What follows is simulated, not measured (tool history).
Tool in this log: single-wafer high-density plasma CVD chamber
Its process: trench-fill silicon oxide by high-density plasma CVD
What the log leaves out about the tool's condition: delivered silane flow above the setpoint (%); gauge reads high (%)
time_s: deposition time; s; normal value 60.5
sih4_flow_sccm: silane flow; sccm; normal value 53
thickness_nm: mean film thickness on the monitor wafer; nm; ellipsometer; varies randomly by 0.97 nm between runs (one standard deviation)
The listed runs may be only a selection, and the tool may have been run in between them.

run	hour	time_s	sih4_flow_sccm	wafers since the last listed run	hours since the silane flow controller was replaced	hours since the gauge calibration	read-back reference wafer on the same gauge, thickness_nm	thickness_nm
1	0.0	54.9	47	0	898.9	922.2	360.965	247.620
2	39.7	54.9	47	395	938.6	961.9	361.134	248.637
# hour 81.2: gauge calibrated
3	125.6	54.9	47	856	1024.5	44.4	360.987	247.695
4	165.1	60.5	53	393	1064.0	83.9	360.995	303.583
5	268.9	60.5	53	1034	1167.8	187.7	360.957	304.608
6	362.0	60.5	53	927	1260.9	280.8	360.921	302.835
7	424.6	51.5	53	623	1323.5	343.4	360.900	258.024
8	475.6	51.5	53	508	1374.5	394.4	361.135	256.780
9	566.3	51.5	53	904	1465.2	485.1	360.844	257.584
10	621.2	68.7	56	547	1520.1	540.0	361.061	358.569
11	689.4	68.7	56	679	1588.3	608.2	361.230	358.782
12	730.9	68.0	61	413	1629.8	649.7	361.078	383.752
13	798.3	53.7	49	671	1697.2	717.1	361.287	248.582
14	840.9	51.5	53	424	1739.8	759.7	360.904	254.984
15	928.3	66.1	59	871	1827.2	847.1	360.996	360.614
16	1031.8	53.4	61	1031	1930.7	950.6	361.161	300.912
# hour 1055.3: silane flow controller replaced
17	1101.2	70.4	43	611	45.9	1020.0	360.976	294.543
# hour 1146.0: gauge calibrated
18	1164.4	49.5	50	629	109.1	18.4	361.008	238.832
19	1267.6	60.5	53	1028	212.3	121.6	361.183	306.362
20	1307.1	50.5	53	393	251.8	161.1	360.997	255.029
21	1407.8	70.0	53	1003	352.5	261.8	360.826	354.715
22	1490.9	54.6	53	828	435.6	344.9	361.093	275.892
23	1743.1	53.3	58	2513	687.8	597.1	360.961	290.388
24	1806.3	49.8	42	629	751.0	660.3	361.124	204.277
25	1867.8	60.5	53	612	812.5	721.8	360.970	303.595

Predict each of these 4 candidate next runs independently; none follows another, all start after run 25:
A	1868.2	60.5	53	3	812.9	722.2	?	?
B	1868.2	49.8	59	3	812.9	722.2	?	?
C	1868.2	51.8	46	3	812.9	722.2	?	?
D	1868.2	60.5	58	3	812.9	722.2	?	?

run	read-back reference wafer on the same gauge, thickness_nm	thickness_nm
A	361.133	305.181
B	361.133	276.698
C	361.133	230.361
D	361.133	330.988
Without the tool's hidden state the same runs would have given:
run	thickness_nm
A	305.672
B	277.143
C	230.732
D	331.520
